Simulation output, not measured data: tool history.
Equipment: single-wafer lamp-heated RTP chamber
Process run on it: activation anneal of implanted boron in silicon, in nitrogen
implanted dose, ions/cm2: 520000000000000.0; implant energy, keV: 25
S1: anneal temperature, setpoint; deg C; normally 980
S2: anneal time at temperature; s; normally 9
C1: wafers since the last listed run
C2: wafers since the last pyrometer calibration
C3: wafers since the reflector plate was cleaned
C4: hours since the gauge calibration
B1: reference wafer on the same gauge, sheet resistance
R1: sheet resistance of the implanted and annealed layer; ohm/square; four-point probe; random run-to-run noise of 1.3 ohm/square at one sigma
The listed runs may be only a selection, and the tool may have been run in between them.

run	hour	S1	S2	C1	C2	C3	C4	B1	R1
1	0.0	980	9	0	2097	7966	80.0	256.84	230.84
2	42.2	980	9	445	2543	8412	122.2	256.89	231.88
3	66.8	980	9	259	2802	8671	146.8	257.15	232.89
4	117.6	999	11	536	3339	9208	197.6	257.32	216.13
5	175.9	999	11	615	3955	9824	255.9	257.32	213.54
6	210.9	980	9	369	4324	10193	290.9	257.08	230.99
7	253.7	980	9	452	4777	10645	333.7	256.66	228.63
8	297.4	980	9	461	5238	11107	377.4	256.91	229.68
9	502.6	980	9	2167	7406	13274	582.6	256.92	225.12
# hour 532.7: reflector plate cleaned
10	548.9	962	6	404	7810	171	628.9	256.97	252.61
# hour 607.3: pyrometer window cleaned and pyrometer calibrated
11	607.8	962	6	537	5	708	687.8	257.11	240.97
12	648.8	962	6	433	438	1141	728.8	257.01	241.49
13	676.0	997	9	287	725	1429	756.0	256.74	211.96
14	738.3	997	9	658	1383	2087	818.3	256.85	212.15
15	799.6	997	9	647	2031	2734	879.6	256.83	210.73
16	838.3	980	9	408	2439	3143	918.3	257.02	221.18
17	878.0	980	9	419	2859	3562	958.0	256.92	220.02
18	932.6	980	5	576	3435	4139	1012.6	256.90	223.10
19	971.9	953	7	415	3850	4554	1051.9	257.08	253.25
# hour 1001.1: pyrometer window cleaned and pyrometer calibrated, repeated, since the last time left the tool worse
20	1026.8	957	9	495	271	5050	1106.8	256.89	275.32
21	1087.9	992	12	645	916	5695	1167.9	256.98	220.52
22	1137.2	957	4	520	1437	6216	1217.2	257.10	273.79
23	1207.1	994	5	738	2175	6954	1287.1	256.87	221.90
24	1241.3	962	7	361	2536	7315	1321.3	256.88	265.25
25	1277.5	997	9	382	2919	7698	1357.5	256.89	217.58
# hour 1316.0: gauge calibrated
26	1339.5	954	5	654	3574	8352	23.5	257.01	281.90
27	1366.9	994	5	289	3863	8642	50.9	256.93	222.97
28	1431.0	1009	11	677	4540	9319	115.0	257.34	214.13
29	1477.7	1005	13	493	5033	9812	161.7	256.93	211.76
30	1506.9	980	9	308	5342	10121	190.9	257.02	230.26
31	1551.1	972	14	466	5809	10587	235.1	256.69	231.68
# hour 1646.2: pyrometer window cleaned and pyrometer calibrated
32	1646.7	990	9	925	5	11513	330.7	257.09	224.79
33	1707.6	952	11	643	648	12156	391.6	257.22	281.03
34	1764.4	969	4	599	1248	12756	448.4	257.06	250.61

Hidden condition of the tool, last listed run before each entry between runs versus first listed run after:
Run 9 -> run 10: reflector plate cleaned (hour 532.7)
  true wafer temperature minus pyrometer reading, K: 6.41 -> 7.26
  the result without the hidden state subtracted from the measured one, R1: -6.73 -> -14.51 ohm/square
Run 10 -> run 11: pyrometer window cleaned and pyrometer calibrated (hour 607.3)
  true wafer temperature minus pyrometer reading, K: 7.26 -> 13.7
  the result without the hidden state subtracted from the measured one, R1: -14.51 -> -24.73 ohm/square
Run 19 -> run 20: pyrometer window cleaned and pyrometer calibrated, repeated, since the last time left the tool worse (hour 1001.1)
  true wafer temperature minus pyrometer reading, K: 15.4 -> 0.457
  the result without the hidden state subtracted from the measured one, R1: -36.07 -> -1.18 ohm/square
Run 25 -> run 26: gauge calibrated (hour 1316.0)
  true wafer temperature minus pyrometer reading, K: 1.43 -> 1.91
  the result without the hidden state subtracted from the measured one, R1: -0.79 -> -4.97 ohm/square
Run 31 -> run 32: pyrometer window cleaned and pyrometer calibrated (hour 1646.2)
  true wafer temperature minus pyrometer reading, K: 4.32 -> 1.33
  the result without the hidden state subtracted from the measured one, R1: -5.63 -> -1.03 ohm/square
